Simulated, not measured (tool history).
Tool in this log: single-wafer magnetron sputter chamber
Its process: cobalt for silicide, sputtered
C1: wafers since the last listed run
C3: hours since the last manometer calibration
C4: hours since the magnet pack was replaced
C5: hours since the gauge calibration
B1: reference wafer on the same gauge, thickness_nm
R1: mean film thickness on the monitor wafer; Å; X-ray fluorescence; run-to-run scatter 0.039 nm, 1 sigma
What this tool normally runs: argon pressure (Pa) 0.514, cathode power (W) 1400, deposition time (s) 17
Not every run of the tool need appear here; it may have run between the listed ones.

Run 1, day 0: usual settings; C1 0; wafers on the sputter target 4024; C3 2020.4; C4 8025.6; C5 85.5; B1 12.9. Result: R1 116.36 Å.
Run 2, day 2.325: usual settings; C1 1068; wafers on the sputter target 5092; C3 2076.2; C4 8081.4; C5 141.3; B1 12.892. Result: R1 116.08 Å.
Run 3, day 3.446: usual settings; C1 514; wafers on the sputter target 5607; C3 2103.1; C4 8108.3; C5 168.2; B1 12.894. Result: R1 116.44 Å.
Run 4, day 4.646: usual settings but cathode power (W) 1500; C1 551; wafers on the sputter target 6158; C3 2131.9; C4 8137.1; C5 197; B1 12.903. Result: R1 124.23 Å.
Run 5, day 6.046: usual settings but cathode power (W) 1500; C1 643; wafers on the sputter target 6802; C3 2165.5; C4 8170.7; C5 230.6; B1 12.901. Result: R1 123.72 Å.
At day 7.2: sputter target and shields replaced.
Run 6, day 11.479: usual settings but cathode power (W) 1600; C1 2343; wafers on the sputter target 1965; C3 2295.9; C4 8301.1; C5 361; B1 12.904. Result: R1 131.74 Å.
Run 7, day 12.625: usual settings but cathode power (W) 1600; C1 526; wafers on the sputter target 2491; C3 2323.4; C4 8328.6; C5 388.5; B1 12.895. Result: R1 132.66 Å.
Run 8, day 15.529: usual settings but cathode power (W) 1600; C1 1334; wafers on the sputter target 3825; C3 2393.1; C4 8398.3; C5 458.2; B1 12.892. Result: R1 132.15 Å.
Run 9, day 17.167: usual settings; C1 752; wafers on the sputter target 4578; C3 2432.4; C4 8437.6; C5 497.5; B1 12.891. Result: R1 116.28 Å.
Run 10, day 19.396: usual settings; C1 1024; wafers on the sputter target 5602; C3 2485.9; C4 8491.1; C5 551; B1 12.887. Result: R1 116.37 Å.
At day 21.888: sputter target and shields replaced.
Run 11, day 22.221: usual settings; C1 1144; wafers on the sputter target 153; C3 2553.7; C4 8558.9; C5 618.8; B1 12.895. Result: R1 116.02 Å.
At day 23.258: gauge calibrated.
Run 12, day 24.733: usual settings; C1 1154; wafers on the sputter target 1308; C3 2614; C4 8619.2; C5 35.4; B1 12.889. Result: R1 116.27 Å.
Run 13, day 29.783: usual settings but argon pressure (Pa) 0.345; C1 2320; wafers on the sputter target 3628; C3 2735.2; C4 8740.4; C5 156.6; B1 12.892. Result: R1 121.82 Å.
At day 31.138: capacitance manometer re-zeroed and calibrated.
Run 14, day 32.229: usual settings but cathode power (W) 1500; C1 970; wafers on the sputter target 4598; C3 26.2; C4 8799.1; C5 215.3; B1 12.901. Result: R1 124.26 Å.
Run 15, day 33.429: usual settings but deposition time (s) 18.5; C1 551; wafers on the sputter target 5150; C3 55; C4 8827.9; C5 244.1; B1 12.904. Result: R1 126.33 Å.
At day 34.371: magnet pack replaced.
Run 16, day 35.95: usual settings but cathode power (W) 1600, deposition time (s) 13.7; C1 1004; wafers on the sputter target 6155; C3 115.5; C4 37.9; C5 304.6; B1 12.887. Result: R1 106.96 Å.
At day 38.004: sputter target and shields replaced.
Run 17, day 38.1: usual settings but cathode power (W) 1150, deposition time (s) 16.1; C1 834; wafers on the sputter target 44; C3 167.1; C4 89.5; C5 356.2; B1 12.887. Result: R1 90.85 Å.
Run 18, day 40.892: usual settings but argon pressure (Pa) 0.696, cathode power (W) 1550, deposition time (s) 13.9; C1 1282; wafers on the sputter target 1327; C3 234.1; C4 156.5; C5 423.2; B1 12.893. Result: R1 98.69 Å.
Run 19, day 43.538: usual settings but argon pressure (Pa) 0.426, cathode power (W) 1200, deposition time (s) 18; C1 1215; wafers on the sputter target 2542; C3 297.6; C4 220; C5 486.7; B1 12.902. Result: R1 109.1 Å.
Run 20, day 44.708: usual settings but cathode power (W) 1150, deposition time (s) 19.4; C1 537; wafers on the sputter target 3080; C3 325.7; C4 248.1; C5 514.8; B1 12.912. Result: R1 109.58 Å.
Run 21, day 47.375: usual settings but argon pressure (Pa) 0.714, cathode power (W) 1650, deposition time (s) 13.7; C1 1225; wafers on the sputter target 4305; C3 389.7; C4 312.1; C5 578.8; B1 12.899. Result: R1 102.59 Å.
Run 22, day 48.717: usual settings but argon pressure (Pa) 0.35, deposition time (s) 18.9; C1 616; wafers on the sputter target 4922; C3 421.9; C4 344.3; C5 611; B1 12.902. Result: R1 136.2 Å.
Run 23, day 49.917: usual settings but argon pressure (Pa) 0.592, deposition time (s) 15.3; C1 551; wafers on the sputter target 5473; C3 450.7; C4 373.1; C5 639.8; B1 12.892. Result: R1 102.04 Å.

Predict each of these 5 candidate next runs independently; none follows another, all start after run 23:
Run A, day 49.933: usual settings but deposition time (s) 13.7; C1 7; wafers on the sputter target 5481; C3 451.1; C4 373.5; C5 640.2; B1 ?. Result: R1 ?.
Run B, day 49.933: usual settings but cathode power (W) 1250, deposition time (s) 15.8; C1 7; wafers on the sputter target 5481; C3 451.1; C4 373.5; C5 640.2; B1 ?. Result: R1 ?.
Run C, day 49.933: usual settings but argon pressure (Pa) 0.684, cathode power (W) 1550, deposition time (s) 14.1; C1 7; wafers on the sputter target 5481; C3 451.1; C4 373.5; C5 640.2; B1 ?. Result: R1 ?.
Run D, day 49.933: usual settings but argon pressure (Pa) 0.356; C1 7; wafers on the sputter target 5481; C3 451.1; C4 373.5; C5 640.2; B1 ?. Result: R1 ?.
Run E, day 49.933: usual settings but argon pressure (Pa) 0.594, cathode power (W) 1550, deposition time (s) 18.2; C1 7; wafers on the sputter target 5481; C3 451.1; C4 373.5; C5 640.2; B1 ?. Result: R1 ?.

run      B1      R1
  A  12.913   93.53
  B  12.913   96.68
  C  12.913  100.73
  D  12.913  122.06
  E  12.913  133.72
With the hidden condition removed and each run's random variation left untouched, the same runs would have given:
run      R1
  A   93.53
  B   96.68
  C  100.73
  D  122.06
  E  133.72
